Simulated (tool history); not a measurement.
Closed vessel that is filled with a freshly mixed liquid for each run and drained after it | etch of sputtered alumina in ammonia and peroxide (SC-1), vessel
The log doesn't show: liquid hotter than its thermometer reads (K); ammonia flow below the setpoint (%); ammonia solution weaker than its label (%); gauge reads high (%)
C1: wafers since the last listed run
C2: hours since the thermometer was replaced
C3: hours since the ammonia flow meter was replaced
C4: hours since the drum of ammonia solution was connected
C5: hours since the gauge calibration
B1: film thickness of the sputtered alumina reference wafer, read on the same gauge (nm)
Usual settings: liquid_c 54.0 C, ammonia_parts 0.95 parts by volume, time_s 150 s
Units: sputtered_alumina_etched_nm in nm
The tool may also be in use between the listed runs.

{"run": 1, "day": 0.0, "liquid_c": 54.0, "ammonia_parts": 0.95, "time_s": 175, "C1": 0, "C2": 1549.7, "C3": 77.7, "C4": 264.9, "C5": 3572.4, "B1": 80.01, "sputtered_alumina_etched_nm": 12.33}
{"run": 2, "day": 2.55, "liquid_c": 54.0, "ammonia_parts": 1.1, "time_s": 125, "C1": 4234, "C2": 1610.9, "C3": 138.9, "C4": 326.1, "C5": 3633.6, "B1": 80.02, "sputtered_alumina_etched_nm": 8.94}
{"day": 5.75, "done": "thermometer replaced"}
{"run": 3, "day": 6.208, "liquid_c": 54.0, "ammonia_parts": 1.1, "time_s": 125, "C1": 6006, "C2": 11.0, "C3": 226.7, "C4": 413.9, "C5": 3721.4, "B1": 79.99, "sputtered_alumina_etched_nm": 8.92}
{"run": 4, "day": 8.5, "liquid_c": 54.0, "ammonia_parts": 0.95, "time_s": 150, "C1": 3805, "C2": 66.0, "C3": 281.7, "C4": 468.9, "C5": 3776.4, "B1": 80.0, "sputtered_alumina_etched_nm": 10.54}
{"day": 9.05, "done": "gauge calibrated"}
{"run": 5, "day": 11.333, "liquid_c": 54.0, "ammonia_parts": 1.15, "time_s": 150, "C1": 4705, "C2": 134.0, "C3": 349.7, "C4": 536.9, "C5": 54.8, "B1": 79.98, "sputtered_alumina_etched_nm": 10.69}
{"run": 6, "day": 21.196, "liquid_c": 54.0, "ammonia_parts": 1.15, "time_s": 150, "C1": 16378, "C2": 370.7, "C3": 586.4, "C4": 773.6, "C5": 291.5, "B1": 79.97, "sputtered_alumina_etched_nm": 10.6}
{"run": 7, "day": 24.383, "liquid_c": 50.5, "ammonia_parts": 0.95, "time_s": 235, "C1": 5293, "C2": 447.2, "C3": 662.9, "C4": 850.1, "C5": 368.0, "B1": 79.98, "sputtered_alumina_etched_nm": 13.5}
{"run": 8, "day": 26.5, "liquid_c": 44.5, "ammonia_parts": 1.2, "time_s": 185, "C1": 3515, "C2": 498.0, "C3": 713.7, "C4": 900.9, "C5": 418.8, "B1": 80.01, "sputtered_alumina_etched_nm": 7.75}
{"day": 26.754, "done": "new drum of ammonia solution connected"}
{"run": 9, "day": 28.071, "liquid_c": 54.0, "ammonia_parts": 0.95, "time_s": 195, "C1": 2539, "C2": 535.7, "C3": 751.4, "C4": 31.6, "C5": 456.5, "B1": 79.99, "sputtered_alumina_etched_nm": 13.65}
{"run": 10, "day": 32.008, "liquid_c": 46.5, "ammonia_parts": 1.2, "time_s": 225, "C1": 6539, "C2": 630.2, "C3": 845.9, "C4": 126.1, "C5": 551.0, "B1": 80.03, "sputtered_alumina_etched_nm": 10.69}
{"day": 32.208, "done": "ammonia flow meter replaced"}
{"run": 11, "day": 34.933, "liquid_c": 54.0, "ammonia_parts": 0.75, "time_s": 125, "C1": 4788, "C2": 700.4, "C3": 65.4, "C4": 196.3, "C5": 621.2, "B1": 80.01, "sputtered_alumina_etched_nm": 8.66}
{"run": 12, "day": 37.062, "liquid_c": 54.0, "ammonia_parts": 0.95, "time_s": 150, "C1": 3535, "C2": 751.5, "C3": 116.5, "C4": 247.4, "C5": 672.3, "B1": 79.99, "sputtered_alumina_etched_nm": 10.6}
{"run": 13, "day": 38.921, "liquid_c": 54.0, "ammonia_parts": 1.15, "time_s": 240, "C1": 3086, "C2": 796.1, "C3": 161.1, "C4": 292.0, "C5": 716.9, "B1": 79.99, "sputtered_alumina_etched_nm": 17.23}
{"run": 14, "day": 41.517, "liquid_c": 49.5, "ammonia_parts": 1.2, "time_s": 235, "C1": 4310, "C2": 858.4, "C3": 223.4, "C4": 354.3, "C5": 779.2, "B1": 80.01, "sputtered_alumina_etched_nm": 13.26}
{"run": 15, "day": 45.271, "liquid_c": 54.0, "ammonia_parts": 0.95, "time_s": 150, "C1": 6234, "C2": 948.5, "C3": 313.5, "C4": 444.4, "C5": 869.3, "B1": 80.01, "sputtered_alumina_etched_nm": 10.56}
{"run": 16, "day": 47.192, "liquid_c": 58.5, "ammonia_parts": 0.8, "time_s": 115, "C1": 3189, "C2": 994.6, "C3": 359.6, "C4": 490.5, "C5": 915.4, "B1": 79.99, "sputtered_alumina_etched_nm": 10.06}
{"run": 17, "day": 51.171, "liquid_c": 54.0, "ammonia_parts": 0.95, "time_s": 150, "C1": 6608, "C2": 1090.1, "C3": 455.1, "C4": 586.0, "C5": 1010.9, "B1": 79.99, "sputtered_alumina_etched_nm": 10.5}
{"run": 18, "day": 55.496, "liquid_c": 54.0, "ammonia_parts": 0.8, "time_s": 150, "C1": 7182, "C2": 1193.9, "C3": 558.9, "C4": 689.8, "C5": 1114.7, "B1": 80.0, "sputtered_alumina_etched_nm": 10.36}
{"run": 19, "day": 59.358, "liquid_c": 50.0, "ammonia_parts": 0.7, "time_s": 70, "C1": 6414, "C2": 1286.6, "C3": 651.6, "C4": 782.5, "C5": 1207.4, "B1": 80.0, "sputtered_alumina_etched_nm": 3.81}
{"day": 60.558, "done": "new drum of ammonia solution connected"}
{"run": 20, "day": 63.167, "liquid_c": 54.0, "ammonia_parts": 0.95, "time_s": 150, "C1": 6255, "C2": 1378.0, "C3": 743.0, "C4": 62.6, "C5": 1298.8, "B1": 80.0, "sputtered_alumina_etched_nm": 10.55}
{"run": 21, "day": 67.579, "liquid_c": 61.0, "ammonia_parts": 0.95, "time_s": 150, "C1": 7327, "C2": 1483.9, "C3": 848.9, "C4": 168.5, "C5": 1404.7, "B1": 80.0, "sputtered_alumina_etched_nm": 15.19}
{"day": 70.962, "done": "thermometer replaced"}
{"run": 22, "day": 71.3, "liquid_c": 50.5, "ammonia_parts": 0.8, "time_s": 180, "C1": 6110, "C2": 8.1, "C3": 938.2, "C4": 257.8, "C5": 1494.0, "B1": 80.0, "sputtered_alumina_etched_nm": 10.19}
{"run": 23, "day": 73.588, "liquid_c": 54.0, "ammonia_parts": 0.95, "time_s": 150, "C1": 3798, "C2": 63.0, "C3": 993.1, "C4": 312.7, "C5": 1548.9, "B1": 80.0, "sputtered_alumina_etched_nm": 10.43}
{"day": 74.604, "done": "ammonia flow meter replaced"}
{"run": 24, "day": 75.721, "liquid_c": 54.0, "ammonia_parts": 0.95, "time_s": 95, "C1": 3473, "C2": 114.2, "C3": 26.8, "C4": 363.9, "C5": 1600.1, "B1": 80.0, "sputtered_alumina_etched_nm": 6.7}
{"run": 25, "day": 78.396, "liquid_c": 46.0, "ammonia_parts": 0.95, "time_s": 230, "C1": 4442, "C2": 178.4, "C3": 91.0, "C4": 428.1, "C5": 1664.3, "B1": 80.01, "sputtered_alumina_etched_nm": 10.46}
{"run": 26, "day": 82.433, "liquid_c": 51.5, "ammonia_parts": 0.55, "time_s": 150, "C1": 6705, "C2": 275.3, "C3": 187.9, "C4": 525.0, "C5": 1761.2, "B1": 80.02, "sputtered_alumina_etched_nm": 8.75}
{"run": 27, "day": 86.567, "liquid_c": 45.5, "ammonia_parts": 0.95, "time_s": 125, "C1": 6864, "C2": 374.5, "C3": 287.1, "C4": 624.2, "C5": 1860.4, "B1": 80.02, "sputtered_alumina_etched_nm": 5.48}
{"run": 28, "day": 89.092, "liquid_c": 54.0, "ammonia_parts": 0.95, "time_s": 150, "C1": 4193, "C2": 435.1, "C3": 347.7, "C4": 684.8, "C5": 1921.0, "B1": 80.0, "sputtered_alumina_etched_nm": 10.48}

Hidden state or all else? Some run-to-run changes of sputtered_alumina_etched_nm, split into what the settings, what came in and random variation would give without the hidden state, and what is left for the hidden state (with any gauge scatter that isn't in both results):
Run 7 -> 8: liquid_c 50.5 -> 44.5, ammonia_parts 0.95 -> 1.20, time_s 235 -> 185. sputtered_alumina_etched_nm -5.75 nm: hidden state +0.12, all else -5.87.
Run 12 -> 13: ammonia_parts 0.95 -> 1.15, time_s 150 -> 240. sputtered_alumina_etched_nm +6.63 nm: hidden state -0.05, all else +6.68.
Run 19 -> 20: liquid_c 50.0 -> 54.0, ammonia_parts 0.70 -> 0.95, time_s 70 -> 150, new drum of ammonia solution connected. sputtered_alumina_etched_nm +6.74 nm: hidden state -0.04, all else +6.78.
Run 23 -> 24: time_s 150 -> 95, ammonia flow meter replaced. sputtered_alumina_etched_nm -3.73 nm: hidden state +0.16, all else -3.89.
